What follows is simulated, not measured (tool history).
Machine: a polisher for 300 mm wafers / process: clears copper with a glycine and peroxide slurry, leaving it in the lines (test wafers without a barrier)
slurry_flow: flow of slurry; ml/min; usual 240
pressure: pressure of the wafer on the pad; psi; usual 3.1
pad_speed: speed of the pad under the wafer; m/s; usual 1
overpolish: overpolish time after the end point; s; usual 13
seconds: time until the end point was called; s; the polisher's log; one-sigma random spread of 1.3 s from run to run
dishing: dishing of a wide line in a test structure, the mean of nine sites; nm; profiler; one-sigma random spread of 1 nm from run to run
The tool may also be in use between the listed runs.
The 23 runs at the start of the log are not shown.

run,hour,slurry_flow,pressure,pad_speed,overpolish,"incoming thickness of the incoming film, nm",seconds,dishing
24,614.1,240,2.2,1,9,530.8,114.6,27.8
25,628.8,240,3.1,1,13,529.6,86.6,45.3
26,655.9,160,3.1,0.9,13,539.8,99.3,41.2
27,674.6,170,3.1,1,16,538.3,93.1,48.9
# hour 710.9: worn pad replaced by a new one
28,711.4,195,3.1,0.86,17,529.4,96.1,51.1
29,811.3,190,3.1,1.26,19,538,80,56.9
30,838.5,240,3.1,1,13,526.1,86.4,45.6
31,870,240,3.1,0.74,7,530.5,100.8,26.2
32,900.5,240,3.1,1.2,13,528.6,79.2,48.7
33,925,240,3.1,1,13,530.7,88.7,43.9
34,945.1,240,3.1,1.14,5,522.6,79.4,23.3
35,962.6,215,3.1,1,7,528.9,85.6,29.2
# hour 968.6: worn pad replaced by a new one
36,979.4,240,3.8,1,13,529.8,69.8,50.6

Consider 3 possible next runs. They are alternatives, not a sequence: every one starts from the tool as it was left by run 36. What does each give?
A,979.8,240,3.1,1,13,534.9,?,?
B,979.8,240,3.5,1,13,534.9,?,?
C,979.8,240,3.1,1.2,6,534.9,?,?

run,seconds,dishing
A,87.4,45.1
B,78.8,48.2
C,79.3,27.4
Had the tool no hidden state, the same runs would have come out as:
run,seconds,dishing
A,92,43.6
B,83,46.6
C,83.5,26.2
